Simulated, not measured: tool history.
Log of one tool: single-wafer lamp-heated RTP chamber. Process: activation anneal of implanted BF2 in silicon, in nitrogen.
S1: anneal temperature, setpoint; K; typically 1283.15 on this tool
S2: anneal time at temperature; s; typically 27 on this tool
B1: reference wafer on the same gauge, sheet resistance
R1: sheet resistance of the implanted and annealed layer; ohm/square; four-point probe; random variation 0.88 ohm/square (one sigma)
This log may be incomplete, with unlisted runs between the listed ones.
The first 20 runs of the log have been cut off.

At day 37.079: pyrometer window cleaned and pyrometer calibrated.
Run 21, day 38.071: usual settings but S1 1261.15 K, S2 37 s; B1 161.5. Result: R1 167.2 ohm/square.
Run 22, day 40.446: usual settings but S1 1271.15 K; B1 162.24. Result: R1 159.2 ohm/square.
Run 23, day 43.329: usual settings; B1 161.7. Result: R1 143.76 ohm/square.
Run 24, day 44.412: usual settings but S1 1270.15 K, S2 15 s; B1 161.85. Result: R1 176.07 ohm/square.
Run 25, day 47.217: usual settings; B1 161.72. Result: R1 141.36 ohm/square.
Run 26, day 48.812: usual settings; B1 161.9. Result: R1 140.4 ohm/square.
At day 49.904: pyrometer window cleaned and pyrometer calibrated.
Run 27, day 51.733: usual settings but S1 1306.15 K, S2 42 s; B1 161.89. Result: R1 104.51 ohm/square.
Run 28, day 53.2: usual settings but S1 1264.15 K, S2 42 s; B1 161.55. Result: R1 152.16 ohm/square.
Run 29, day 54.367: usual settings; B1 161.78. Result: R1 138.89 ohm/square.
Run 30, day 56.129: usual settings; B1 162.13. Result: R1 139.19 ohm/square.
At day 57.162: reflector plate cleaned.
Run 31, day 57.308: usual settings but S1 1304.15 K, S2 39 s; B1 162.09. Result: R1 115.18 ohm/square.
Run 32, day 59.596: usual settings but S1 1270.15 K, S2 39 s; B1 161.74. Result: R1 156.27 ohm/square.
Run 33, day 61.004: usual settings but S1 1257.15 K, S2 12 s; B1 162.16. Result: R1 207.35 ohm/square.
Run 34, day 62.375: usual settings; B1 162.13. Result: R1 147.38 ohm/square.
At day 63.675: pyrometer window cleaned and pyrometer calibrated.
Run 35, day 65.192: usual settings but S1 1312.15 K, S2 38 s; B1 161.72. Result: R1 106.93 ohm/square.
Run 36, day 67.942: usual settings but S1 1294.15 K, S2 16 s; B1 162.26. Result: R1 148.47 ohm/square.

3 ways to go on from here, each from the tool as it stands after run 36. What would each give?
Run A, day 67.958: usual settings; B1 ?. Result: R1 ?.
Run B, day 67.958: usual settings but S2 42 s; B1 ?. Result: R1 ?.
Run C, day 67.958: usual settings but S1 1258.15 K, S2 15 s; B1 ?. Result: R1 ?.

run      B1      R1
  A  161.68  145.41
  B  161.68  132.17
  C  161.68   197.6
What these runs would have given with no unlogged condition in the tool:
run      R1
  A  149.44
  B     136
  C  202.43
